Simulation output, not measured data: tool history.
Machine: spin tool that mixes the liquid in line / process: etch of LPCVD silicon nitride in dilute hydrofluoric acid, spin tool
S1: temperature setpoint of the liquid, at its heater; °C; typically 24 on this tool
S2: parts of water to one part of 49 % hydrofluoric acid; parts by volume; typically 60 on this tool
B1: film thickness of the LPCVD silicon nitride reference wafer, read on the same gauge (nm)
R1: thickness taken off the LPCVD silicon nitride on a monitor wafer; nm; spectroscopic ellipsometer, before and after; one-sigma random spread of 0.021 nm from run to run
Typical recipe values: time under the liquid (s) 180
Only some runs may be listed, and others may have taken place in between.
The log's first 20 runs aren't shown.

run 21 day=42.85 | S1=24 S2=85 time_under_the_liquid_(s)=240 | B1=129.595 | R1=1.356
run 22 day=43.992 | S1=19.5 S2=60 time_under_the_liquid_(s)=120 | B1=129.53 | R1=0.711
run 23 day=52.004 | S1=24 S2=60 time_under_the_liquid_(s)=180 | B1=128.941 | R1=1.437
run 24 day=53.479 | S1=25 S2=60 time_under_the_liquid_(s)=180 | B1=128.811 | R1=1.507
-- day=55.242 thermometer replaced
run 25 day=56.383 | S1=28 S2=60 time_under_the_liquid_(s)=255 | B1=128.517 | R1=2.651
run 26 day=58.475 | S1=28 S2=60 time_under_the_liquid_(s)=225 | B1=128.293 | R1=2.316
run 27 day=59.992 | S1=24 S2=60 time_under_the_liquid_(s)=180 | B1=128.125 | R1=1.383
run 28 day=61.404 | S1=20 S2=60 time_under_the_liquid_(s)=255 | B1=127.947 | R1=1.515
run 29 day=63.996 | S1=19.5 S2=45 time_under_the_liquid_(s)=75 | B1=127.626 | R1=0.573
run 30 day=68.162 | S1=27 S2=60 time_under_the_liquid_(s)=145 | B1=127.033 | R1=1.371
run 31 day=69.171 | S1=24 S2=50 time_under_the_liquid_(s)=120 | B1=126.899 | R1=1.124

4 ways to go on from here, each from the tool as it stands after run 31. What would each give?
run A day=69.192 | S1=24 S2=60 time_under_the_liquid_(s)=180 | B1=? | R1=?
run B day=69.192 | S1=27 S2=50 time_under_the_liquid_(s)=210 | B1=? | R1=?
run C day=69.192 | S1=27 S2=60 time_under_the_liquid_(s)=240 | B1=? | R1=?
run D day=69.192 | S1=28 S2=70 time_under_the_liquid_(s)=180 | B1=? | R1=?

run=A B1=126.919 R1=1.397
run=B B1=126.919 R1=2.381
run=C B1=126.919 R1=2.273
run=D B1=126.919 R1=1.562
What these runs would have given with no unlogged condition in the tool:
run=A R1=1.431
run=B R1=2.439
run=C R1=2.329
run=D R1=1.6
